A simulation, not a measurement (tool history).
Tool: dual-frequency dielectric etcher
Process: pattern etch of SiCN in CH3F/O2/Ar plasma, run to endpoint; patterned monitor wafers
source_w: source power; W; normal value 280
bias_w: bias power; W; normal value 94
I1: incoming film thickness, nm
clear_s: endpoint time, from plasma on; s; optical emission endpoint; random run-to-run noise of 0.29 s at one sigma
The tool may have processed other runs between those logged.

Run 1, hour 0.0: usual settings; I1 12.13. Result: clear_s 35.5 s.
Run 2, hour 15.9: usual settings; I1 12.03. Result: clear_s 35.0 s.
Run 3, hour 37.4: usual settings; I1 12.20. Result: clear_s 35.7 s.
Run 4, hour 72.4: usual settings; I1 12.14. Result: clear_s 35.2 s.
Run 5, hour 100.5: usual settings; I1 12.12. Result: clear_s 35.4 s.
Run 6, hour 118.7: usual settings but bias_w 82 W; I1 12.14. Result: clear_s 37.7 s.
Run 7, hour 146.2: usual settings but bias_w 82 W; I1 12.18. Result: clear_s 36.6 s.
Run 8, hour 158.5: usual settings but bias_w 82 W; I1 12.06. Result: clear_s 36.9 s.
Run 9, hour 181.1: usual settings; I1 12.11. Result: clear_s 34.9 s.
Run 10, hour 210.0: usual settings but source_w 330 W; I1 12.25. Result: clear_s 33.7 s.
Run 11, hour 240.4: usual settings but source_w 330 W; I1 12.11. Result: clear_s 32.5 s.
At hour 277.2: upper electrode replaced, of another model than before.
At hour 297.9: wet clean of the chamber.
Run 12, hour 298.4: usual settings; I1 12.09. Result: clear_s 35.9 s.
Run 13, hour 298.7: usual settings but source_w 340 W, bias_w 106 W; I1 12.07. Result: clear_s 33.3 s.
Run 14, hour 299.0: usual settings but source_w 210 W, bias_w 84 W; I1 12.17. Result: clear_s 39.8 s.
At hour 314.2: source power generator calibrated.
Run 15, hour 315.2: usual settings; I1 12.11. Result: clear_s 35.4 s.
At hour 338.8: bias power generator calibrated.
Run 16, hour 348.0: usual settings; I1 11.96. Result: clear_s 34.9 s.
Run 17, hour 371.3: usual settings but source_w 230 W, bias_w 73 W; I1 12.15. Result: clear_s 40.0 s.
Run 18, hour 437.7: usual settings; I1 12.12. Result: clear_s 35.5 s.
Run 19, hour 466.9: usual settings but source_w 320 W, bias_w 110 W; I1 12.11. Result: clear_s 32.6 s.
Run 20, hour 495.1: usual settings but source_w 330 W; I1 12.01. Result: clear_s 34.1 s.
Run 21, hour 521.4: usual settings but source_w 210 W, bias_w 83 W; I1 12.17. Result: clear_s 38.5 s.
Run 22, hour 536.1: usual settings but source_w 310 W, bias_w 76 W; I1 12.00. Result: clear_s 36.9 s.
Run 23, hour 554.3: usual settings but source_w 310 W, bias_w 78 W; I1 12.22. Result: clear_s 36.8 s.

Measured minus without-hidden-state, run by run (identical run-to-run variation in each term; gauge scatter may differ):
The hidden state here: etch rate over this chamber's usual, %; source power that arrives over what is set, %; bias power that arrives over what is set, %.
run  clear_s
  1     -0.5
  2     -0.6
  3     -0.6
  4     -0.7
  5     -0.9
  6     -1.0
  7     -1.1
  8     -1.2
  9     -1.2
 10     -1.2
 11     -1.3
 12     +0.0
 13     -0.1
 14     -0.1
 15     -0.2
 16     -0.3
 17     -0.4
 18     -0.6
 19     -0.6
 20     -0.8
 21     -0.9
 22     -0.9
 23     -1.0

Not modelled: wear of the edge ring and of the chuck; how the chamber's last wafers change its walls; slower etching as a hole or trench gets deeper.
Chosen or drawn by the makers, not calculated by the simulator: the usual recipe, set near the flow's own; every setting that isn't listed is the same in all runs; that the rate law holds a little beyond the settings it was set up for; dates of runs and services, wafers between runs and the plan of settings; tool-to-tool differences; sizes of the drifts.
